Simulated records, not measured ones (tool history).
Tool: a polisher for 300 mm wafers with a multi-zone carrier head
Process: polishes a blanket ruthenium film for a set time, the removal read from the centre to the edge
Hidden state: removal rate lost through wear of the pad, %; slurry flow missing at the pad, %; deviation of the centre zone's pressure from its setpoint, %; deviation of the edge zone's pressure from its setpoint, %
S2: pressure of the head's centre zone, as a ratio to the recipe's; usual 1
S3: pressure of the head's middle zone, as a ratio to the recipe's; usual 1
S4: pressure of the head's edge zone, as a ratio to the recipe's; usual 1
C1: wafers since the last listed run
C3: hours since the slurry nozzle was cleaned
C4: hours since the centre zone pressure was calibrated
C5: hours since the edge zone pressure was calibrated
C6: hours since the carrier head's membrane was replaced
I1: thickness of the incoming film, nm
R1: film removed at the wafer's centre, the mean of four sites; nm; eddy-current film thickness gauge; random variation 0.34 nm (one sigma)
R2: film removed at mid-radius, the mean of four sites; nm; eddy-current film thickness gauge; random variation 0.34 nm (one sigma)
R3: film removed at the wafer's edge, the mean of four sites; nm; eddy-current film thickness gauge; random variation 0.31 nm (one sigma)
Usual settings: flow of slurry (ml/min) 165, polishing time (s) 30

Run 1, hour 0: usual settings but flow of slurry (ml/min) 200; C1 0; wafers polished on this pad 1051; C3 233.6; C4 180.5; C5 229.4; C6 320.9; I1 281.1. Result: R1 29.9 nm, R2 30.3 nm, R3 30.1 nm.
Run 2, hour 47.3: usual settings but S3 1.08; C1 466; wafers polished on this pad 1517; C3 280.9; C4 227.8; C5 276.7; C6 368.2; I1 277.7. Result: R1 29.6 nm, R2 31.7 nm, R3 30.1 nm.
Run 3, hour 90.7: usual settings; C1 427; wafers polished on this pad 1945; C3 324.3; C4 271.2; C5 320.1; C6 411.6; I1 282.5. Result: R1 29.2 nm, R2 30.1 nm, R3 29.7 nm.
At hour 288.7: carrier head's membrane replaced by a new one.
Run 4, hour 391.6: usual settings but flow of slurry (ml/min) 215, S3 1.03; C1 2915; wafers polished on this pad 4860; C3 625.2; C4 572.1; C5 621; C6 102.9; I1 279.6. Result: R1 28.4 nm, R2 31.9 nm, R3 29.8 nm.
Run 5, hour 437: usual settings but S3 0.92, S4 0.94; C1 447; wafers polished on this pad 5308; C3 670.6; C4 617.5; C5 666.4; C6 148.3; I1 279.2. Result: R1 27.4 nm, R2 28 nm, R3 28.7 nm.
Run 6, hour 489: usual settings but flow of slurry (ml/min) 200; C1 512; wafers polished on this pad 5820; C3 722.6; C4 669.5; C5 718.4; C6 200.3; I1 279.1. Result: R1 27.7 nm, R2 30.7 nm, R3 30.2 nm.
At hour 505.7: slurry nozzle cleaned.
Run 7, hour 561.1: usual settings but S2 0.96, S3 1.03; C1 700; wafers polished on this pad 6520; C3 55.4; C4 741.6; C5 790.5; C6 272.4; I1 282.7. Result: R1 25 nm, R2 30.9 nm, R3 29.4 nm.
At hour 576: centre zone pressure recalibrated.
Run 8, hour 609.2: usual settings; C1 454; wafers polished on this pad 6975; C3 103.5; C4 33.2; C5 838.6; C6 320.5; I1 277. Result: R1 29.4 nm, R2 29.9 nm, R3 29.1 nm.
At hour 651.2: worn pad replaced by a new one.
At hour 652.3: edge zone pressure recalibrated.
Run 9, hour 682.4: usual settings but flow of slurry (ml/min) 145, S2 0.96, S3 0.93, S4 0.93; C1 671; wafers polished on this pad 296; C3 176.7; C4 106.4; C5 30.1; C6 393.7; I1 273.8. Result: R1 28.1 nm, R2 27.2 nm, R3 28.3 nm.
Run 10, hour 783.7: usual settings but S4 0.93; C1 998; wafers polished on this pad 1294; C3 278; C4 207.7; C5 131.4; C6 495; I1 280.9. Result: R1 29.1 nm, R2 29.3 nm, R3 28.7 nm.
Run 11, hour 838.6: usual settings but S2 0.89; C1 540; wafers polished on this pad 1835; C3 332.9; C4 262.6; C5 186.3; C6 549.9; I1 279.3. Result: R1 26.3 nm, R2 29.8 nm, R3 29.6 nm.
Run 12, hour 941.1: usual settings; C1 1009; wafers polished on this pad 2845; C3 435.4; C4 365.1; C5 288.8; C6 652.4; I1 278. Result: R1 28.2 nm, R2 30 nm, R3 29.6 nm.
At hour 1015.9: carrier head's membrane replaced by a new one.
Run 13, hour 1047.4: usual settings but S2 0.96, polishing time (s) 34; C1 998; wafers polished on this pad 3843; C3 541.7; C4 471.4; C5 395.1; C6 31.5; I1 278.7. Result: R1 30.1 nm, R2 33.3 nm, R3 33.3 nm.
Run 14, hour 1096.9: usual settings but S3 0.93, polishing time (s) 37; C1 487; wafers polished on this pad 4331; C3 591.2; C4 520.9; C5 444.6; C6 81; I1 281.8. Result: R1 34.5 nm, R2 34.5 nm, R3 37.3 nm.
Run 15, hour 1160.8: usual settings but flow of slurry (ml/min) 215, S2 1.11, S3 0.91; C1 629; wafers polished on this pad 4961; C3 655.1; C4 584.8; C5 508.5; C6 144.9; I1 277.6. Result: R1 30.1 nm, R2 28.2 nm, R3 30 nm.
At hour 1227: slurry nozzle cleaned.
Run 16, hour 1256.7: usual settings but flow of slurry (ml/min) 125, S3 0.95, S4 1.1, polishing time (s) 38; C1 935; wafers polished on this pad 5896; C3 29.7; C4 680.7; C5 604.4; C6 240.8; I1 283.2. Result: R1 32.3 nm, R2 34.5 nm, R3 37.4 nm.
At hour 1266.5: centre zone pressure recalibrated.
At hour 1356.5: worn pad replaced by a new one.
Run 17, hour 1406.5: usual settings; C1 1416; wafers polished on this pad 492; C3 179.5; C4 140; C5 754.2; C6 390.6; I1 282.9. Result: R1 29.1 nm, R2 29.8 nm, R3 29.8 nm.
At hour 1581.1: edge zone pressure recalibrated.
Run 18, hour 1604.4: usual settings; C1 1930; wafers polished on this pad 2422; C3 377.4; C4 337.9; C5 23.3; C6 588.5; I1 274.5. Result: R1 28.9 nm, R2 30 nm, R3 29.6 nm.
Run 19, hour 1708.1: usual settings but S2 0.92, S4 0.95, polishing time (s) 34; C1 1021; wafers polished on this pad 3444; C3 481.1; C4 441.6; C5 127; C6 692.2; I1 282.1. Result: R1 30 nm, R2 33.6 nm, R3 33 nm.
At hour 1729.1: carrier head's membrane replaced by a new one.
Run 20, hour 1758: usual settings but flow of slurry (ml/min) 145; C1 442; wafers polished on this pad 3886; C3 531; C4 491.5; C5 176.9; C6 28.9; I1 281.4. Result: R1 27.2 nm, R2 29.3 nm, R3 29.3 nm.
Run 21, hour 1921.6: usual settings but flow of slurry (ml/min) 205, S4 1.03; C1 1611; wafers polished on this pad 5498; C3 694.6; C4 655.1; C5 340.5; C6 192.5; I1 274. Result: R1 28.2 nm, R2 30 nm, R3 30.5 nm.
At hour 1946.1: slurry nozzle cleaned.
Run 22, hour 1994.3: usual settings but S2 0.88; C1 706; wafers polished on this pad 6205; C3 48.2; C4 727.8; C5 413.2; C6 265.2; I1 283.4. Result: R1 23.2 nm, R2 29.7 nm, R3 29.6 nm.

Forecast each of these 4 alternatives for the next run:
Run A, hour 1994.7: usual settings but S4 1.1; C1 3; wafers polished on this pad 6208; C3 48.6; C4 728.2; C5 413.6; C6 265.6; I1 282.1. Result: R1 ?, R2 ?, R3 ?.
Run B, hour 1994.7: usual settings but S2 0.9, S4 0.93; C1 3; wafers polished on this pad 6208; C3 48.6; C4 728.2; C5 413.6; C6 265.6; I1 282.1. Result: R1 ?, R2 ?, R3 ?.
Run C, hour 1994.7: usual settings but S2 1.05, S4 0.91; C1 3; wafers polished on this pad 6208; C3 48.6; C4 728.2; C5 413.6; C6 265.6; I1 282.1. Result: R1 ?, R2 ?, R3 ?.
Run D, hour 1994.7: usual settings but S2 1.1, S3 1.05, polishing time (s) 33; C1 3; wafers polished on this pad 6208; C3 48.6; C4 728.2; C5 413.6; C6 265.6; I1 282.1. Result: R1 ?, R2 ?, R3 ?.

run    R1    R2    R3
  A    26  29.8  29.9
  B  23.7  29.8  28.4
  C  27.2  29.8  28.2
  D  31.2  34.2  31.9
Without the tool's hidden state the same runs would have given:
run    R1    R2    R3
  A  29.8  29.8  29.9
  B  27.2  29.8  28.4
  C  31.1  29.8  28.2
  D  35.6  34.1  31.9
